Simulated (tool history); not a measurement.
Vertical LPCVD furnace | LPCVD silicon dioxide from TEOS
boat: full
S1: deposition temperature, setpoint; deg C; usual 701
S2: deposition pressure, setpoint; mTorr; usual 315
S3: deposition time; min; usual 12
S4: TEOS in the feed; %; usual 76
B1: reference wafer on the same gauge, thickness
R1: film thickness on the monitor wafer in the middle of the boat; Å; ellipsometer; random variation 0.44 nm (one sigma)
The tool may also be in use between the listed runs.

run    hour   S1   S2    S3  S4      B1      R1
  1       0  701  315    12  76  121.13  1108.4
  2    54.1  704  315    12  76  120.94  1189.1
  3   121.9  704  315    12  76  120.99  1189.9
  4   184.7  701  315    12  76  120.91    1114
  5   212.6  701  315    12  76  120.93  1109.8
  6   269.1  701  315    12  76  120.98  1111.2
  7   311.3  701  315    12  76  121.11  1107.3
  8   337.2  701  315    12  76   120.9  1111.5
      373.2  -- pressure gauge zeroed
  9   373.7  701  295    10  76     121   871.2
 10     422  709  340     8  72  120.93   875.7
      453.7  -- gauge calibrated
 11   482.5  701  250  16.5  81  121.07  1370.5
 12   538.1  701  375  16.5  67  121.11  1529.5
 13   570.4  701  315   8.5  81  121.13   790.6
 14   629.6  692  380    16  91  121.01  1421.2
 15   689.3  690  365    14  76  120.84  1052.1
 16     771  706  355    15  76  120.99  1619.1
 17   808.5  690  365    14  76   121.1  1058.2
 18   845.9  697  315    12  76  121.13   997.3
 19   881.1  701  315    12  76  120.93  1089.2
 20   909.4  701  315    12  76  121.07  1091.2
 21   951.9  708  250  16.5  76  120.75  1565.1
      987.7  -- TEOS flow controller replaced
     1010.6  -- thermocouples replaced and temperature profile calibrated
 22  1011.1  706  315    12  76  120.88  1225.5
 23  1052.3  701  250  16.5  81  120.81  1387.7
 24  1105.6  690  365    14  76  121.07  1051.2
 25  1269.1  709  270     9  89  120.96   991.5

Forecast run 26:
 26  1303.6  711  315  12  76   ?   ?

B1: 120.91
R1: 1390.8 Å
Without the tool's hidden state the same run would have given R1 1378.4 Å.
